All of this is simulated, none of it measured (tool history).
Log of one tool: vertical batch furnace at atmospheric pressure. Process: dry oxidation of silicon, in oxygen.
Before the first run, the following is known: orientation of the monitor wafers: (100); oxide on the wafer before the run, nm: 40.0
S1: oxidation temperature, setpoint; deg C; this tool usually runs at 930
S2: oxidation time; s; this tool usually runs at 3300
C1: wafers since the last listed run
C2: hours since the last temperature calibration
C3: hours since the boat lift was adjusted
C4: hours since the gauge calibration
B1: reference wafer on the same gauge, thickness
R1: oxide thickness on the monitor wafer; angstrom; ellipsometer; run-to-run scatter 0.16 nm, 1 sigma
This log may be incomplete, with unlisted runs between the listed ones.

run	day	S1	S2	C1	C2	C3	C4	B1	R1
1	0.000	946	2610	0	431.8	425.6	1307.4	59.88	553.5
2	3.846	946	2610	1642	524.1	517.9	1399.7	59.91	556.1
3	5.546	946	2610	726	564.9	558.7	1440.5	59.93	555.6
4	13.896	930	3300	3566	765.3	759.1	1640.9	59.83	558.9
# day 16.342: gauge calibrated
5	16.588	930	3300	1149	829.9	823.7	5.9	59.83	558.8
6	20.929	930	2550	1854	934.1	927.9	110.1	59.93	529.5
7	25.154	930	2550	1804	1035.5	1029.3	211.5	59.83	528.1
8	29.096	930	2550	1683	1130.1	1123.9	306.1	59.85	528.8
9	32.021	930	3300	1249	1200.3	1194.1	376.3	59.85	560.4
10	34.029	930	3300	857	1248.5	1242.3	424.5	59.93	560.1
11	43.533	930	2220	4059	1476.6	1470.4	652.6	59.87	514.3
12	47.162	930	2220	1550	1563.7	1557.5	739.7	59.89	515.4
# day 48.762: thermocouples replaced and temperature profile calibrated
13	48.783	930	2220	265	0.5	1596.4	778.6	59.95	512.7
14	52.371	930	3960	1532	86.6	1682.5	864.7	59.92	578.2
15	53.896	930	3960	651	123.2	1719.1	901.3	59.93	574.5
16	56.008	930	3960	902	173.9	1769.8	952.0	59.86	578.9
17	59.821	916	3300	1628	265.4	1861.3	1043.5	59.92	530.5
18	62.979	930	4500	1348	341.2	1937.1	1119.3	59.92	595.9
19	66.646	930	4500	1566	429.2	2025.1	1207.3	59.92	596.9
20	69.121	930	3300	1057	488.6	2084.5	1266.7	59.92	550.8
21	73.079	954	3300	1690	583.6	2179.5	1361.7	59.89	599.6
22	75.492	930	3300	1030	641.5	2237.4	1419.6	59.88	550.3
# day 78.604: boat lift adjusted
23	79.512	907	1800	1290	738.0	21.8	1516.1	59.94	474.5
24	82.162	946	2610	1131	801.6	85.4	1579.7	59.88	556.1
25	84.838	942	4170	1142	865.8	149.6	1643.9	59.90	625.0
26	87.012	915	2250	928	918.0	201.8	1696.1	59.89	496.6
# day 87.712: gauge calibrated
27	89.912	940	3300	1238	987.6	271.4	52.8	59.88	582.4
28	94.350	930	3300	1895	1094.1	377.9	159.3	59.95	564.3
29	96.629	944	1770	973	1148.8	432.6	214.0	59.86	512.5
30	99.771	930	3300	1341	1224.2	508.0	289.4	59.91	562.0
31	102.204	930	4380	1039	1282.6	566.4	347.8	59.85	606.7
32	104.179	930	2550	843	1330.0	613.8	395.2	59.93	531.8
33	107.083	942	3300	1240	1399.7	683.5	464.9	59.97	588.5
34	110.558	930	3300	1484	1483.1	766.9	548.3	59.92	561.8
35	117.500	930	3300	2964	1649.7	933.5	714.9	59.87	563.4
36	119.333	930	4590	783	1693.7	977.5	758.9	59.89	618.7
37	123.725	906	3300	1875	1799.1	1082.9	864.3	59.84	523.1
# day 125.750: thermocouples replaced and temperature profile calibrated
38	126.979	954	1890	962	29.5	1161.0	942.4	59.87	527.0
39	128.504	930	4170	651	66.1	1197.6	979.0	59.94	590.4

Results per run with the tool's hidden condition removed, run-to-run variation unchanged:
What the log doesn't record here: true tube temperature minus thermocouple reading, K; monitor wafer colder than the profiled boat position, K; gauge reads high (%).
run	R1
1	553.3
2	555.8
3	555.2
4	557.9
5	557.6
6	528.3
7	526.6
8	527.0
9	557.8
10	557.3
11	511.6
12	512.3
13	515.4
14	583.3
15	579.7
16	584.3
17	534.6
18	602.6
19	604.0
20	556.2
21	605.6
22	556.0
23	473.8
24	554.3
25	621.9
26	495.1
27	579.2
28	560.6
29	510.2
30	557.5
31	600.4
32	527.8
33	582.7
34	555.6
35	555.9
36	607.9
37	516.6
38	527.1
39	590.6
